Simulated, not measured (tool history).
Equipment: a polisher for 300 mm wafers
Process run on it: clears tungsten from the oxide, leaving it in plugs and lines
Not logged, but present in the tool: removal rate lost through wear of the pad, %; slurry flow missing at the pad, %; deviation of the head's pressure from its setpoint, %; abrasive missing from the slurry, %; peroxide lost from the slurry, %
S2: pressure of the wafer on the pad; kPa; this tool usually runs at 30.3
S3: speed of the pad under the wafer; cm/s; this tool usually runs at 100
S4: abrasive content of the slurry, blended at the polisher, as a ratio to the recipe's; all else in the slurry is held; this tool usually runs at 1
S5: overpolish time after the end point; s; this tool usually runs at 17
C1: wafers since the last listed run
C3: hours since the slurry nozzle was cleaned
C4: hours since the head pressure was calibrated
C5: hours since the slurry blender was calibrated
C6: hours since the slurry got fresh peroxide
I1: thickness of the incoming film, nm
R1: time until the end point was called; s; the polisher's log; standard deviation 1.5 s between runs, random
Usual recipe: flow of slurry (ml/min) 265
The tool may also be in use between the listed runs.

run 1 day=0 | flow_of_slurry_(ml/min)=265 S2=30.3 S3=100 S4=1 S5=17 | C1=0 wafers_polished_on_this_pad=1356 C3=52.3 C4=442.2 C5=389.9 C6=309.3 | I1=599.2 | R1=118.2
run 2 day=2.662 | flow_of_slurry_(ml/min)=265 S2=30.3 S3=100 S4=1 S5=17 | C1=367 wafers_polished_on_this_pad=1723 C3=116.2 C4=506.1 C5=453.8 C6=373.2 | I1=604 | R1=120.7
-- day=2.775 head pressure recalibrated
-- day=3.258 slurry blender recalibrated
run 3 day=5.188 | flow_of_slurry_(ml/min)=265 S2=30.3 S3=100 S4=1 S5=17 | C1=325 wafers_polished_on_this_pad=2048 C3=176.8 C4=57.9 C5=46.3 C6=433.8 | I1=610.3 | R1=125.6
run 4 day=6.983 | flow_of_slurry_(ml/min)=265 S2=30.3 S3=72 S4=1 S5=17 | C1=247 wafers_polished_on_this_pad=2296 C3=219.9 C4=101 C5=89.4 C6=476.9 | I1=606.3 | R1=158.2
-- day=7.3 slurry tank refilled with fresh slurry and peroxide
run 5 day=8.867 | flow_of_slurry_(ml/min)=205 S2=30.3 S3=100 S4=1 S5=27 | C1=254 wafers_polished_on_this_pad=2550 C3=265.1 C4=146.2 C5=134.6 C6=37.6 | I1=609 | R1=129.2
run 6 day=10.821 | flow_of_slurry_(ml/min)=265 S2=22.1 S3=100 S4=1.3 S5=12 | C1=269 wafers_polished_on_this_pad=2819 C3=312 C4=193.1 C5=181.5 C6=84.5 | I1=614.4 | R1=162
run 7 day=13.75 | flow_of_slurry_(ml/min)=265 S2=30.3 S3=100 S4=1 S5=17 | C1=403 wafers_polished_on_this_pad=3223 C3=382.3 C4=263.4 C5=251.8 C6=154.8 | I1=611.2 | R1=132.7
-- day=14.467 worn pad replaced by a new one
run 8 day=16.408 | flow_of_slurry_(ml/min)=225 S2=26.2 S3=130 S4=1.25 S5=17 | C1=343 wafers_polished_on_this_pad=267 C3=446.1 C4=327.2 C5=315.6 C6=218.6 | I1=610.5 | R1=102.2
run 9 day=17.829 | flow_of_slurry_(ml/min)=265 S2=30.3 S3=100 S4=1 S5=8 | C1=195 wafers_polished_on_this_pad=463 C3=480.2 C4=361.3 C5=349.7 C6=252.7 | I1=605.8 | R1=117.3
run 10 day=18.921 | flow_of_slurry_(ml/min)=330 S2=30.3 S3=100 S4=0.85 S5=17 | C1=150 wafers_polished_on_this_pad=614 C3=506.4 C4=387.5 C5=375.9 C6=278.9 | I1=607.8 | R1=115.9
-- day=19.1 slurry nozzle cleaned
run 11 day=21.621 | flow_of_slurry_(ml/min)=265 S2=30.3 S3=100 S4=1 S5=17 | C1=366 wafers_polished_on_this_pad=981 C3=60.5 C4=452.3 C5=440.7 C6=343.7 | I1=616.1 | R1=119.5
run 12 day=23.4 | flow_of_slurry_(ml/min)=265 S2=30.3 S3=100 S4=1 S5=20 | C1=245 wafers_polished_on_this_pad=1226 C3=103.2 C4=495 C5=483.4 C6=386.4 | I1=604.7 | R1=119.3
-- day=24.596 head pressure recalibrated
run 13 day=25.517 | flow_of_slurry_(ml/min)=265 S2=30.3 S3=100 S4=1 S5=17 | C1=280 wafers_polished_on_this_pad=1506 C3=154 C4=22.1 C5=534.2 C6=437.2 | I1=615.4 | R1=120.1
-- day=26.192 slurry blender recalibrated
run 14 day=26.662 | flow_of_slurry_(ml/min)=265 S2=23.4 S3=64 S4=1 S5=17 | C1=146 wafers_polished_on_this_pad=1653 C3=181.5 C4=49.6 C5=11.3 C6=464.7 | I1=613.7 | R1=210.5
run 15 day=29.558 | flow_of_slurry_(ml/min)=265 S2=30.3 S3=120 S4=1 S5=17 | C1=399 wafers_polished_on_this_pad=2052 C3=251 C4=119.1 C5=80.8 C6=534.2 | I1=611.5 | R1=109.6

What will run 16 give?
-- day=29.862 slurry tank refilled with fresh slurry and peroxide
-- day=35.629 worn pad replaced by a new one
run 16 day=36.3 | flow_of_slurry_(ml/min)=265 S2=30.3 S3=100 S4=1 S5=17 | C1=901 wafers_polished_on_this_pad=92 C3=412.8 C4=280.9 C5=242.6 C6=154.5 | I1=607.3 | R1=?

{"run 16": {"R1": 114.1}}
Minus the tool's unlogged condition, the same run would have read R1 113.1 s.
